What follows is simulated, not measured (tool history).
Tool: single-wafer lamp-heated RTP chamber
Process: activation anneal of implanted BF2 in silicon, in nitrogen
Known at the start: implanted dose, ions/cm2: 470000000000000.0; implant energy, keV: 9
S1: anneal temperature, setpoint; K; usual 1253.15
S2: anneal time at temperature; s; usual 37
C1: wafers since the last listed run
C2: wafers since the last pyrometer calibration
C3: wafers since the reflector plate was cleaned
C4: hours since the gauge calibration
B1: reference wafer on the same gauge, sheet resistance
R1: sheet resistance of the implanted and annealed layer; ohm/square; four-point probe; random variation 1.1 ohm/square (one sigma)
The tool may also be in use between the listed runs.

run 1 hour=0 | S1=1253.15 S2=31 | C1=0 C2=865 C3=14014 C4=1564.3 | B1=316.64 | R1=342.42
-- hour=37.7 reflector plate cleaned
run 2 hour=67.6 | S1=1253.15 S2=31 | C1=764 C2=1629 C3=384 C4=1631.9 | B1=316.7 | R1=344.71
run 3 hour=122.7 | S1=1253.15 S2=37 | C1=706 C2=2336 C3=1090 C4=1687 | B1=316.43 | R1=336.88
run 4 hour=213.1 | S1=1253.15 S2=37 | C1=1159 C2=3496 C3=2250 C4=1777.4 | B1=316.89 | R1=336.82
run 5 hour=269.7 | S1=1253.15 S2=51 | C1=726 C2=4222 C3=2976 C4=1834 | B1=317.16 | R1=325.88
run 6 hour=323 | S1=1253.15 S2=51 | C1=683 C2=4905 C3=3660 C4=1887.3 | B1=317.2 | R1=325.9
run 7 hour=384.1 | S1=1253.15 S2=51 | C1=783 C2=5689 C3=4443 C4=1948.4 | B1=317.03 | R1=327.49
-- hour=406.5 pyrometer window cleaned and pyrometer calibrated
run 8 hour=423.9 | S1=1253.15 S2=37 | C1=407 C2=223 C3=4851 C4=1988.2 | B1=317.05 | R1=337.48
run 9 hour=506.1 | S1=1253.15 S2=37 | C1=1054 C2=1277 C3=5905 C4=2070.4 | B1=317.28 | R1=337.31
run 10 hour=560.8 | S1=1253.15 S2=37 | C1=701 C2=1979 C3=6607 C4=2125.1 | B1=317.66 | R1=339.06
run 11 hour=646.1 | S1=1253.15 S2=37 | C1=1094 C2=3073 C3=7701 C4=2210.4 | B1=317.65 | R1=336.93
run 12 hour=692.9 | S1=1253.15 S2=37 | C1=600 C2=3673 C3=8302 C4=2257.2 | B1=317.31 | R1=337.98
run 13 hour=753.5 | S1=1253.15 S2=37 | C1=777 C2=4450 C3=9079 C4=2317.8 | B1=317.45 | R1=337.55
run 14 hour=852.6 | S1=1253.15 S2=37 | C1=1271 C2=5721 C3=10350 C4=2416.9 | B1=317.48 | R1=338.03
-- hour=929.1 pyrometer window cleaned and pyrometer calibrated
run 15 hour=934.8 | S1=1253.15 S2=37 | C1=951 C2=73 C3=11302 C4=2499.1 | B1=317.73 | R1=338.88
-- hour=1033.1 gauge calibrated
run 16 hour=1053.4 | S1=1253.15 S2=37 | C1=1521 C2=1594 C3=12823 C4=20.3 | B1=306.61 | R1=326.5
-- hour=1104.9 reflector plate cleaned
run 17 hour=1151.5 | S1=1253.15 S2=37 | C1=1155 C2=2750 C3=597 C4=118.4 | B1=307.73 | R1=327.68
run 18 hour=1192.2 | S1=1253.15 S2=37 | C1=522 C2=3272 C3=1119 C4=159.1 | B1=308.67 | R1=327.49
run 19 hour=1258.1 | S1=1233.15 S2=37 | C1=845 C2=4117 C3=1964 C4=225 | B1=308.82 | R1=372.65
run 20 hour=1361.8 | S1=1253.15 S2=50 | C1=1330 C2=5447 C3=3294 C4=328.7 | B1=309.87 | R1=320.85
-- hour=1398.9 pyrometer window cleaned and pyrometer calibrated
run 21 hour=1431.6 | S1=1253.15 S2=21 | C1=792 C2=419 C3=4087 C4=398.5 | B1=309.38 | R1=353.4
run 22 hour=1536.9 | S1=1253.15 S2=37 | C1=1350 C2=1769 C3=5438 C4=503.8 | B1=310.54 | R1=329.15
run 23 hour=1597.8 | S1=1261.15 S2=30 | C1=781 C2=2550 C3=6219 C4=564.7 | B1=311.1 | R1=324.75
run 24 hour=1636.7 | S1=1253.15 S2=51 | C1=498 C2=3049 C3=6718 C4=603.6 | B1=311.15 | R1=321.8
run 25 hour=1674.9 | S1=1253.15 S2=30 | C1=489 C2=3539 C3=7208 C4=641.8 | B1=311.48 | R1=338.39
run 26 hour=1813.3 | S1=1245.15 S2=51 | C1=1775 C2=5315 C3=8983 C4=780.2 | B1=312.49 | R1=332.19

Run 27 comes next. What will it give?
-- hour=1887.7 pyrometer window cleaned and pyrometer calibrated
run 27 hour=2016.7 | S1=1276.15 S2=44 | C1=2506 C2=1654 C3=11489 C4=983.6 | B1=? | R1=?

Run 27 gave B1 313.03, R1 301.9 ohm/square.
Without the tool's hidden state the same run would have given R1 296.22 ohm/square.

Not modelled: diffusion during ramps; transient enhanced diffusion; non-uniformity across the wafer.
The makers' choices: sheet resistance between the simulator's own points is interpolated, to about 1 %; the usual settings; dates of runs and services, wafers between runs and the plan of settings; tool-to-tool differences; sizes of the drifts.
